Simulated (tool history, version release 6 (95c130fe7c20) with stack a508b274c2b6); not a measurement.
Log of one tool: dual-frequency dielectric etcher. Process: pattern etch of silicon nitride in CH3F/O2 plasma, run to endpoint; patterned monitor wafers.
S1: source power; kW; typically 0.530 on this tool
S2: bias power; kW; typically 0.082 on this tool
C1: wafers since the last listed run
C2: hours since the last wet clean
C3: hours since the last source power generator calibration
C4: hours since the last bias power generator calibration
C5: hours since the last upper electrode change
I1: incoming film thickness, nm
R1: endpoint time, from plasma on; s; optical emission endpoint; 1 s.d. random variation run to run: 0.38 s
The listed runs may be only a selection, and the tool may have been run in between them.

run    hour     S1     S2    C1     C2      C3      C4      C5    I1    R1
  1     0.0  0.530  0.082     0  228.9  2254.9  3462.0  3418.1  64.2  60.2
  2    54.3  0.530  0.082   559  283.2  2309.2  3516.3  3472.4  63.8  59.1
  3    79.5  0.630  0.082   259  308.4  2334.4  3541.5  3497.6  64.4  55.6
  4   104.3  0.630  0.082   255  333.2  2359.2  3566.3  3522.4  64.9  55.9
  5   129.4  0.630  0.082   258  358.3  2384.3  3591.4  3547.5  63.8  55.2
      163.0  -- wet clean of the chamber
  6   178.7  0.530  0.082   260   15.7  2433.6  3640.7  3596.8  64.2  59.7
  7   238.6  0.530  0.082   616   75.6  2493.5  3700.6  3656.7  64.0  59.2
  8   264.9  0.530  0.082   270  101.9  2519.8  3726.9  3683.0  63.7  60.0
  9   293.7  0.470  0.082   296  130.7  2548.6  3755.7  3711.8  64.2  63.9
 10   337.3  0.470  0.082   449  174.3  2592.2  3799.3  3755.4  64.5  64.2
 11   386.8  0.530  0.082   509  223.8  2641.7  3848.8  3804.9  63.8  59.9
 12   445.2  0.530  0.082   601  282.2  2700.1  3907.2  3863.3  63.7  59.5
 13   473.4  0.530  0.082   290  310.4  2728.3  3935.4  3891.5  64.1  60.1
 14   511.0  0.530  0.082   387  348.0  2765.9  3973.0  3929.1  63.9  59.8
      548.9  -- wet clean of the chamber
 15   549.4  0.420  0.068   148    0.5  2804.3  4011.4  3967.5  64.4  73.1
 16   605.8  0.530  0.064   580   56.9  2860.7  4067.8  4023.9  64.3  65.5
 17   676.9  0.470  0.098   732  128.0  2931.8  4138.9  4095.0  64.2  59.7
      772.3  -- bias power generator calibrated
      804.2  -- upper electrode replaced
 18   804.7  0.610  0.066  1027  255.8  3059.6    32.4     0.5  64.1  60.4
 19   811.3  0.530  0.082    67  262.4  3066.2    39.0     7.1  64.2  59.5
 20   836.6  0.570  0.074   260  287.7  3091.5    64.3    32.4  63.9  60.0
      900.8  -- wet clean of the chamber
 21   901.3  0.530  0.088   419    0.5  3156.2   129.0    97.1  64.6  58.8
 22   954.2  0.530  0.082   544   53.4  3209.1   181.9   150.0  64.4  60.3
      965.5  -- source power generator calibrated
 23  1017.5  0.530  0.092   610  116.7    52.0   245.2   213.3  64.5  58.0
 24  1066.4  0.530  0.072   503  165.6   100.9   294.1   262.2  63.9  62.2
 25  1114.0  0.460  0.070   490  213.2   148.5   341.7   309.8  63.9  67.3
 26  1169.2  0.530  0.082   568  268.4   203.7   396.9   365.0  64.3  59.3
     1227.7  -- wet clean of the chamber
 27  1228.2  0.590  0.100   360    0.5   262.7   455.9   424.0  64.3  53.2
 28  1268.9  0.450  0.064   419   41.2   303.4   496.6   464.7  63.7  70.8

What if the next run were any one of these 4? Each begins from the tool's condition after run 28:
  A  1269.4  0.530  0.082   5  41.7  303.9  497.1  465.2  63.6   ?
  B  1269.4  0.410  0.082   5  41.7  303.9  497.1  465.2  63.6   ?
  C  1269.4  0.420  0.099   5  41.7  303.9  497.1  465.2  63.6   ?
  D  1269.4  0.590  0.075   5  41.7  303.9  497.1  465.2  63.6   ?

run    R1
  A  59.6
  B  67.9
  C  62.4
  D  58.5
The same runs, with their run-to-run variation unchanged, on a tool lacking any hidden condition would have given:
run    R1
  A  59.6
  B  67.9
  C  62.4
  D  58.5
